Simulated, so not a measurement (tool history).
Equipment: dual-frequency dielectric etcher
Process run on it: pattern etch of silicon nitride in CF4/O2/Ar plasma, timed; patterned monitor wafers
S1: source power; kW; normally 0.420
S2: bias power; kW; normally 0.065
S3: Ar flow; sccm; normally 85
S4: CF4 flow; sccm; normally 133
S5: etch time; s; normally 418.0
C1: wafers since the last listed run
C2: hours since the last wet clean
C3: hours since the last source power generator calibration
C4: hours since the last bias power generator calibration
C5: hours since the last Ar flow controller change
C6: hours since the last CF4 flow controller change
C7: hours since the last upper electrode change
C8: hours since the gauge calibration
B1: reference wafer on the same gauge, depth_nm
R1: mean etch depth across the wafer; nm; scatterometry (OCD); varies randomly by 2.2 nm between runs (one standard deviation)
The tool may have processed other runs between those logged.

{"run": 1, "day": 0.0, "S1": 0.42, "S2": 0.065, "S3": 85, "S4": 133, "S5": 418.0, "C1": 0, "C2": 468.2, "C3": 2563.0, "C4": 4151.8, "C5": 1862.9, "C6": 1811.1, "C7": 4669.6, "C8": 587.9, "B1": 691.3, "R1": 789.6}
{"day": 2.342, "done": "upper electrode replaced"}
{"day": 2.825, "done": "CF4 flow controller replaced"}
{"day": 4.129, "done": "bias power generator calibrated"}
{"day": 4.692, "done": "wet clean of the chamber"}
{"run": 2, "day": 4.712, "S1": 0.42, "S2": 0.065, "S3": 85, "S4": 133, "S5": 471.5, "C1": 255, "C2": 0.5, "C3": 2676.1, "C4": 14.0, "C5": 1976.0, "C6": 45.3, "C7": 56.9, "C8": 701.0, "B1": 692.8, "R1": 862.2}
{"day": 5.171, "done": "Ar flow controller replaced"}
{"run": 3, "day": 5.192, "S1": 0.42, "S2": 0.065, "S3": 85, "S4": 133, "S5": 418.0, "C1": 21, "C2": 12.0, "C3": 2687.6, "C4": 25.5, "C5": 0.5, "C6": 56.8, "C7": 68.4, "C8": 712.5, "B1": 690.9, "R1": 765.2}
{"run": 4, "day": 5.529, "S1": 0.42, "S2": 0.065, "S3": 85, "S4": 133, "S5": 418.0, "C1": 31, "C2": 20.1, "C3": 2695.7, "C4": 33.6, "C5": 8.6, "C6": 64.9, "C7": 76.5, "C8": 720.6, "B1": 692.5, "R1": 765.4}
{"run": 5, "day": 6.4, "S1": 0.42, "S2": 0.065, "S3": 85, "S4": 133, "S5": 533.5, "C1": 81, "C2": 41.0, "C3": 2716.6, "C4": 54.5, "C5": 29.5, "C6": 85.8, "C7": 97.4, "C8": 741.5, "B1": 692.1, "R1": 974.5}
{"run": 6, "day": 7.238, "S1": 0.42, "S2": 0.052, "S3": 85, "S4": 117, "S5": 418.0, "C1": 78, "C2": 61.1, "C3": 2736.7, "C4": 74.6, "C5": 49.6, "C6": 105.9, "C7": 117.5, "C8": 761.6, "B1": 692.1, "R1": 720.9}
{"run": 7, "day": 7.862, "S1": 0.34, "S2": 0.052, "S3": 103, "S4": 133, "S5": 516.0, "C1": 58, "C2": 76.1, "C3": 2751.7, "C4": 89.6, "C5": 64.6, "C6": 120.9, "C7": 132.5, "C8": 776.6, "B1": 692.5, "R1": 726.9}
{"run": 8, "day": 8.883, "S1": 0.47, "S2": 0.065, "S3": 98, "S4": 160, "S5": 418.0, "C1": 95, "C2": 100.6, "C3": 2776.2, "C4": 114.1, "C5": 89.1, "C6": 145.4, "C7": 157.0, "C8": 801.1, "B1": 692.1, "R1": 846.7}
{"day": 8.946, "done": "gauge calibrated"}
{"run": 9, "day": 9.6, "S1": 0.42, "S2": 0.065, "S3": 85, "S4": 133, "S5": 418.0, "C1": 67, "C2": 117.8, "C3": 2793.4, "C4": 131.3, "C5": 106.3, "C6": 162.6, "C7": 174.2, "C8": 15.7, "B1": 690.8, "R1": 770.3}
{"run": 10, "day": 10.192, "S1": 0.42, "S2": 0.056, "S3": 85, "S4": 133, "S5": 418.0, "C1": 55, "C2": 132.0, "C3": 2807.6, "C4": 145.5, "C5": 120.5, "C6": 176.8, "C7": 188.4, "C8": 29.9, "B1": 691.9, "R1": 739.8}
{"run": 11, "day": 10.858, "S1": 0.42, "S2": 0.065, "S3": 85, "S4": 133, "S5": 418.0, "C1": 62, "C2": 148.0, "C3": 2823.6, "C4": 161.5, "C5": 136.5, "C6": 192.8, "C7": 204.4, "C8": 45.9, "B1": 691.8, "R1": 769.7}
{"run": 12, "day": 11.912, "S1": 0.42, "S2": 0.078, "S3": 85, "S4": 133, "S5": 418.0, "C1": 98, "C2": 173.3, "C3": 2848.9, "C4": 186.8, "C5": 161.8, "C6": 218.1, "C7": 229.7, "C8": 71.2, "B1": 691.6, "R1": 808.2}

Forecast run 13:
{"run": 13, "day": 13.012, "S1": 0.39, "S2": 0.081, "S3": 85, "S4": 133, "S5": 418.0, "C1": 102, "C2": 199.7, "C3": 2875.3, "C4": 213.2, "C5": 188.2, "C6": 244.5, "C7": 256.1, "C8": 97.6, "B1": "?", "R1": "?"}

Run 13 came out at B1 690.9, R1 763.4 nm.
With the hidden condition absent and the run-to-run variation left alone, this run would have shown R1 790.3 nm.
